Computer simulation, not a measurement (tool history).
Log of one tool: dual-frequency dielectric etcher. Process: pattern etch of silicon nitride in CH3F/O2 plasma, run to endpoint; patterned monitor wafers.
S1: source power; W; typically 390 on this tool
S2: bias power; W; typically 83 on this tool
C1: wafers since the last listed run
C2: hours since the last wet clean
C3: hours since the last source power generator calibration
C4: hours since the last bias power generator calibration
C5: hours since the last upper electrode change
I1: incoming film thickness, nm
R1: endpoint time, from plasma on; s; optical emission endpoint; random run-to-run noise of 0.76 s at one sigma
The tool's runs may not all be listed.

run	hour	S1	S2	C1	C2	C3	C4	C5	I1	R1
1	0.0	390	83	0	232.6	3356.4	1170.8	3762.2	90.6	96.9
2	104.9	390	83	458	337.5	3461.3	1275.7	3867.1	91.1	98.1
3	198.0	390	83	407	430.6	3554.4	1368.8	3960.2	90.9	97.9
# hour 294.4: wet clean of the chamber
4	294.9	390	83	318	0.5	3651.3	1465.7	4057.1	91.1	98.1
5	330.8	390	83	156	36.4	3687.2	1501.6	4093.0	90.1	94.7
6	379.8	390	83	214	85.4	3736.2	1550.6	4142.0	90.0	95.5
7	453.7	390	83	323	159.3	3810.1	1624.5	4215.9	90.7	97.1
8	494.5	390	71	178	200.1	3850.9	1665.3	4256.7	91.4	105.0
9	564.9	390	83	307	270.5	3921.3	1735.7	4327.1	91.2	99.2
10	671.2	390	83	464	376.8	4027.6	1842.0	4433.4	90.6	96.6
11	817.4	390	83	639	523.0	4173.8	1988.2	4579.6	90.8	98.5
# hour 891.3: wet clean of the chamber
12	903.5	390	83	271	12.2	4259.9	2074.3	4665.7	91.4	94.7
13	980.7	390	83	337	89.4	4337.1	2151.5	4742.9	91.0	95.2
14	1070.7	390	70	393	179.4	4427.1	2241.5	4832.9	91.5	102.5
15	1130.1	390	70	259	238.8	4486.5	2300.9	4892.3	90.5	102.7
16	1192.2	450	83	271	300.9	4548.6	2363.0	4954.4	90.9	94.7
17	1272.4	450	83	350	381.1	4628.8	2443.2	5034.6	89.9	93.6
18	1350.2	440	68	340	458.9	4706.6	2521.0	5112.4	90.4	102.6
# hour 1407.9: wet clean of the chamber
19	1408.4	290	83	149	0.5	4764.8	2579.2	5170.6	90.6	100.4
20	1453.6	420	101	197	45.7	4810.0	2624.4	5215.8	90.2	87.0
21	1531.1	360	83	338	123.2	4887.5	2701.9	5293.3	91.1	97.8
22	1624.3	390	83	407	216.4	4980.7	2795.1	5386.5	90.4	97.2
# hour 1678.1: bias power generator calibrated
23	1690.4	420	74	271	282.5	5046.8	12.3	5452.6	91.1	101.1
# hour 1727.1: source power generator calibrated
24	1727.6	330	68	145	319.7	0.5	49.5	5489.8	91.7	110.0
25	1788.5	480	83	266	380.6	61.4	110.4	5550.7	90.3	93.2
# hour 1841.3: upper electrode replaced, of another model than before
26	1883.2	390	83	309	475.3	156.1	205.1	41.9	90.4	98.3
# hour 1931.2: wet clean of the chamber
27	2066.1	390	99	694	134.9	339.0	388.0	224.8	89.7	85.9
28	2161.5	390	94	417	230.3	434.4	483.4	320.2	91.3	90.7
29	2249.7	390	83	385	318.5	522.6	571.6	408.4	90.2	97.0
30	2320.7	330	64	310	389.5	593.6	642.6	479.4	90.4	116.8
31	2427.5	390	90	467	496.3	700.4	749.4	586.2	91.2	94.0
# hour 2523.4: wet clean of the chamber
32	2527.0	340	99	330	3.6	799.9	848.9	685.7	91.2	88.7
33	2563.2	390	83	158	39.8	836.1	885.1	721.9	90.8	96.7
34	2623.4	290	68	263	100.0	896.3	945.3	782.1	90.6	112.2
35	2718.8	340	83	417	195.4	991.7	1040.7	877.5	90.7	97.9

Each row is a separate what-if for the run after 35, all from the same tool condition, not one after another. Results?
A	2719.3	390	75	2	195.9	992.2	1041.2	878.0	90.6	?
B	2719.3	350	99	2	195.9	992.2	1041.2	878.0	90.6	?
C	2719.3	310	83	2	195.9	992.2	1041.2	878.0	90.6	?
D	2719.3	440	63	2	195.9	992.2	1041.2	878.0	90.6	?

run	R1
A	104.9
B	90.1
C	100.8
D	115.4
Without the tool's unlogged condition, the same runs would have read:
run	R1
A	102.7
B	88.2
C	98.7
D	113.0
